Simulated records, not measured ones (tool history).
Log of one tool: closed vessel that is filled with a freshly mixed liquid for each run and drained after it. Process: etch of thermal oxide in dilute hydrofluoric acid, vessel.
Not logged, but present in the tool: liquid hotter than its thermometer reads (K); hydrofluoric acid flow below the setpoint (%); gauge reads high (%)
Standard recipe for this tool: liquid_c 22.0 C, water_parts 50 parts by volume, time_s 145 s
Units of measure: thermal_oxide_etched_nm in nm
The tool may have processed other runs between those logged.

run	hour	liquid_c	water_parts	time_s	wafers since the last listed run	hours since the thermometer was replaced	hours since the hydrofluoric acid flow meter was replaced	hours since the gauge calibration	read-back film thickness of the thermal oxide reference wafer, read on the same gauge (nm)	thermal_oxide_etched_nm
1	0.0	22.0	50	85	0	212.3	613.4	1304.1	118.70	7.64
2	100.9	22.0	50	85	11590	313.2	714.3	1405.0	118.58	7.63
3	144.4	23.5	50	145	4996	356.7	757.8	1448.5	118.50	13.92
4	220.9	23.5	50	145	8787	433.2	834.3	1525.0	118.40	13.84
5	269.0	23.5	50	145	5525	481.3	882.4	1573.1	118.32	13.73
6	331.1	22.0	65	125	7133	543.4	944.5	1635.2	118.24	8.42
7	389.1	22.0	65	125	6662	601.4	1002.5	1693.2	118.11	8.35
8	468.3	22.0	65	125	9097	680.6	1081.7	1772.4	117.96	8.39
9	537.4	22.0	50	105	7937	749.7	1150.8	1841.5	117.86	9.41
10	619.9	22.0	50	145	9477	832.2	1233.3	1924.0	117.67	12.98
# hour 700.1: thermometer replaced
11	714.1	22.0	50	145	10706	14.0	1327.5	2018.2	117.46	12.83
12	779.5	22.0	50	145	7512	79.4	1392.9	2083.6	117.30	12.90
13	873.6	22.0	50	145	10809	173.5	1487.0	2177.7	117.12	12.82
14	977.1	22.0	50	145	11889	277.0	1590.5	2281.2	116.89	12.81
15	1074.1	22.0	50	145	11142	374.0	1687.5	2378.2	116.62	12.80
16	1132.6	19.0	50	200	6720	432.5	1746.0	2436.7	116.49	15.54
17	1235.0	18.0	50	200	11763	534.9	1848.4	2539.1	116.26	14.62
18	1327.0	24.5	55	90	10568	626.9	1940.4	2631.1	115.97	7.88
19	1434.0	22.0	50	145	12291	733.9	2047.4	2738.1	115.70	12.70
# hour 1459.6: hydrofluoric acid flow meter replaced
20	1487.6	22.0	65	125	6042	787.5	28.0	2791.7	115.50	8.34
21	1540.8	18.5	50	105	6111	840.7	81.2	2844.9	115.34	7.79
# hour 1602.5: thermometer replaced
22	1615.0	24.5	65	145	8408	12.5	155.4	2919.1	115.14	10.47
23	1659.8	26.0	55	145	5146	57.3	200.2	2963.9	115.02	13.56
# hour 1739.1: gauge calibrated
24	1749.7	20.5	25	145	10327	147.2	290.1	10.6	119.57	25.30
25	1911.1	18.0	50	145	18540	308.6	451.5	172.0	119.48	10.92
26	2064.2	22.0	60	220	17587	461.7	604.6	325.1	119.46	16.50
27	2137.7	22.0	50	145	8443	535.2	678.1	398.6	119.40	13.10
28	2227.8	22.0	50	225	10350	625.3	768.2	488.7	119.36	20.02
29	2313.0	19.0	25	145	9787	710.5	853.4	573.9	119.37	23.72
30	2359.6	22.0	50	145	5353	757.1	900.0	620.5	119.27	13.03
31	2441.5	24.5	50	145	9408	839.0	981.9	702.4	119.30	14.50
32	2482.6	22.0	25	225	4721	880.1	1023.0	743.5	119.29	42.31
33	2545.6	23.5	35	145	7237	943.1	1086.0	806.5	119.16	20.10

Alternative continuations, all from the tool just after run 33; predict every row:
A	2546.3	22.0	60	145	80	943.8	1086.7	807.2	?	?
B	2546.3	24.0	50	145	80	943.8	1086.7	807.2	?	?
C	2546.3	22.0	50	90	80	943.8	1086.7	807.2	?	?
D	2546.3	22.0	50	65	80	943.8	1086.7	807.2	?	?

run	read-back film thickness of the thermal oxide reference wafer, read on the same gauge (nm)	thermal_oxide_etched_nm
A	119.17	10.69
B	119.17	14.12
C	119.17	8.06
D	119.17	5.82
Without the tool's hidden state the same runs would have given:
run	thermal_oxide_etched_nm
A	10.77
B	14.21
C	8.12
D	5.86

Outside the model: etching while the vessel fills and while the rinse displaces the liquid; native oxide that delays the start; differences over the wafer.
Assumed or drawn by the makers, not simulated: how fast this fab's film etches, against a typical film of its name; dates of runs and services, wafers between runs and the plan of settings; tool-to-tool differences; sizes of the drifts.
